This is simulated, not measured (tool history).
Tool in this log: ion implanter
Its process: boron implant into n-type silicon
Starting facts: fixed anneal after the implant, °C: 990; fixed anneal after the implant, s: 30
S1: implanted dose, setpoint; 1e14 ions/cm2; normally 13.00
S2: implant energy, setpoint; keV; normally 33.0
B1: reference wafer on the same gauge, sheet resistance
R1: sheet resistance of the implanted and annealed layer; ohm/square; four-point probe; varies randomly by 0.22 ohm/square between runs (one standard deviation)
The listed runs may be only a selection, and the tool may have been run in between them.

run	hour	S1	S2	B1	R1
1	0.0	13.00	33.0	95.61	100.95
2	50.9	13.00	33.0	95.61	101.38
3	135.6	12.10	33.0	95.60	106.92
4	201.0	12.10	33.0	95.60	107.07
5	246.4	12.10	33.0	95.58	107.07
6	311.4	13.00	33.0	95.53	101.74
7	363.6	13.00	33.0	95.67	101.22
8	409.4	13.00	33.0	95.61	101.64
9	518.0	15.91	28.0	95.59	88.80
10	567.6	15.91	28.0	95.61	88.76
11	610.4	13.00	33.0	95.59	101.32
12	661.2	13.00	33.0	95.61	101.60
13	687.4	13.00	33.0	95.56	101.83
14	743.0	13.00	33.0	95.57	101.60
15	773.5	13.00	33.0	95.61	101.64
16	836.9	13.00	33.0	95.57	101.71
17	892.4	10.64	33.0	95.59	119.62
# hour 919.1: extraction supply calibrated
18	961.1	15.67	22.0	95.61	93.55
# hour 1016.6: gauge calibrated
19	1025.0	11.70	39.5	95.61	110.28
# hour 1037.0: Faraday cup replaced and dose calibrated
20	1063.7	11.29	40.5	95.57	110.32
21	1101.8	16.23	39.0	95.62	83.04
22	1147.3	13.00	33.0	95.58	99.75
23	1197.1	15.12	40.0	95.63	87.95
24	1256.7	10.02	33.0	95.62	123.25
25	1290.7	10.94	24.0	95.60	117.29
26	1354.4	13.00	33.0	95.61	100.03
27	1417.8	13.00	33.0	95.58	100.22
28	1445.5	9.72	22.5	95.57	129.59
29	1637.7	13.00	41.0	95.59	98.87
30	1664.5	10.79	29.5	95.63	116.74
31	1688.6	13.00	41.5	95.62	99.22
32	1745.3	16.44	43.0	95.64	82.28

List, for all runs, the conditions of the tool that the log does not record:
deviation of the true energy from its setpoint, %: 0, the same for each run
gauge reads high (%): 0, the same for each run
H1: deviation of the true dose from the Faraday cup's reading, %
run	H1
1	-1.48
2	-1.54
3	-1.64
4	-1.72
5	-1.77
6	-1.85
7	-1.91
8	-1.96
9	-2.09
10	-2.14
11	-2.19
12	-2.25
13	-2.28
14	-2.35
15	-2.39
16	-2.46
17	-2.52
18	-2.6
19	-2.68
20	0.299
21	0.254
22	0.201
23	0.143
24	0.0731
25	0.0334
26	-0.0411
27	-0.115
28	-0.148
29	-0.372
30	-0.404
31	-0.432
32	-0.498

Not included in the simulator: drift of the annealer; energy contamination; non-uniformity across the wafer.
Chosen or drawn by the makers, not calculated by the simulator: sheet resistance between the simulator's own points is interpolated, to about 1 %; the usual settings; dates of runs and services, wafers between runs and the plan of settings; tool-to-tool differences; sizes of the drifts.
